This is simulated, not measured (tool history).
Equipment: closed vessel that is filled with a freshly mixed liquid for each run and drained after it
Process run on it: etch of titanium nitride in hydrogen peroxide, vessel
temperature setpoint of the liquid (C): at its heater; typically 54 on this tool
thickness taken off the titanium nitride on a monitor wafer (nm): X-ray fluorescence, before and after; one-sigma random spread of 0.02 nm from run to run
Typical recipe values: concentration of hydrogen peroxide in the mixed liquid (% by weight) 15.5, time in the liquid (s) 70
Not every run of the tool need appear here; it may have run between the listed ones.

run   hour  temperature setpoint of the liquid (C)  concentration of hydrogen peroxide in the mixed liquid (% by weight)  time in the liquid (s)  wafers since the last listed run  hours since the thermometer was replaced  hours since the peroxide flow meter was replaced  hours since the drum of peroxide was connected  hours since the gauge calibration  read-back film thickness of the titanium nitride reference wafer, read on the same gauge (nm)  thickness taken off the titanium nitride on a monitor wafer (nm)
  1      0                                      54                                                                  15.5                      70                                 0                                    2236.7                                            1364.8                                          1260.5                                122                                                                                         149.97                                                              4.06
  2   10.6                                      54                                                                  15.5                      70                               691                                    2247.3                                            1375.4                                          1271.1                              132.6                                                                                         150.01                                                              4.08
  3   24.1                                      54                                                                    19                      70                               880                                    2260.8                                            1388.9                                          1284.6                              146.1                                                                                         150.03                                                              4.26
      37.5  -- gauge calibrated
  4   39.9                                      54                                                                    19                      70                              1030                                    2276.6                                            1404.7                                          1300.4                                2.4                                                                                         150.02                                                              4.23
  5     51                                      54                                                                    19                      70                               723                                    2287.7                                            1415.8                                          1311.5                               13.5                                                                                            150                                                              4.23
  6   60.7                                      54                                                                  15.5                      70                               632                                    2297.4                                            1425.5                                          1321.2                               23.2                                                                                         150.02                                                              4.05
  7   70.1                                      54                                                                  15.5                      70                               612                                    2306.8                                            1434.9                                          1330.6                               32.6                                                                                            150                                                              4.08
  8     78                                      54                                                                  16.5                      70                               515                                    2314.7                                            1442.8                                          1338.5                               40.5                                                                                         149.98                                                               4.1
      87.1  -- thermometer replaced
  9   92.3                                      54                                                                  16.5                      70                               867                                       5.2                                            1457.1                                          1352.8                               54.8                                                                                         149.99                                                              4.93
 10  109.3                                      54                                                                  15.5                      60                              1108                                      22.2                                            1474.1                                          1369.8                               71.8                                                                                         149.99                                                              4.16
 11  121.8                                    57.5                                                                  16.5                      95                               814                                      34.7                                            1486.6                                          1382.3                               84.3                                                                                            150                                                              8.51
 12    133                                      54                                                                    12                      50                               730                                      45.9                                            1497.8                                          1393.5                               95.5                                                                                         149.95                                                              3.26
       139  -- new drum of peroxide connected
 13  141.4                                      54                                                                  15.5                      35                               482                                      54.3                                            1506.2                                             2.4                              103.9                                                                                            150                                                               2.4
 14  157.7                                      57                                                                  12.5                      70                              1062                                      70.6                                            1522.5                                            18.7                              120.2                                                                                         150.02                                                              5.66
     170.9  -- gauge calibrated
 15    171                                      54                                                                  15.5                      70                               867                                      83.9                                            1535.8                                              32                                0.1                                                                                         149.97                                                              4.81
     175.9  -- peroxide flow meter replaced
 16  185.8                                      54                                                                    17                      70                               899                                      98.7                                               9.9                                            46.8                               14.9                                                                                         150.02                                                              4.88
 17  193.7                                      54                                                                  15.5                      70                               515                                     106.6                                              17.8                                            54.7                               22.8                                                                                         149.98                                                              4.82
 18  211.7                                      54                                                                  15.5                      70                              1173                                     124.6                                              35.8                                            72.7                               40.8                                                                                         149.98                                                              4.79
 19  218.8                                      61                                                                  15.5                      70                               462                                     131.7                                              42.9                                            79.8                               47.9                                                                                         150.02                                                              7.72
 20  228.8                                    44.5                                                                    12                      95                               651                                     141.7                                              52.9                                            89.8                               57.9                                                                                         150.01                                                              3.06
 21  242.2                                      54                                                                  15.5                      70                               873                                     155.1                                              66.3                                           103.2                               71.3                                                                                         150.02                                                              4.78

What if the next run were any one of these 3? Each begins from the tool's condition after run 21:
  A  242.9                                      54                                                                    18                      70                                45                                     155.8                                                67                                           103.9                                 72                                                                                              ?                                                                 ?
  B  242.9                                      54                                                                    19                      35                                45                                     155.8                                                67                                           103.9                                 72                                                                                              ?                                                                 ?
  C  242.9                                    49.5                                                                  15.5                      70                                45                                     155.8                                                67                                           103.9                                 72                                                                                              ?                                                                 ?

run  read-back film thickness of the titanium nitride reference wafer, read on the same gauge (nm)  thickness taken off the titanium nitride on a monitor wafer (nm)
  A                                                                                         149.99                                                              4.92
  B                                                                                         149.99                                                              2.49
  C                                                                                         149.99                                                              3.45
What these runs would have given with no unlogged condition in the tool:
run  thickness taken off the titanium nitride on a monitor wafer (nm)
  A                                                              5.11
  B                                                              2.59
  C                                                              3.59
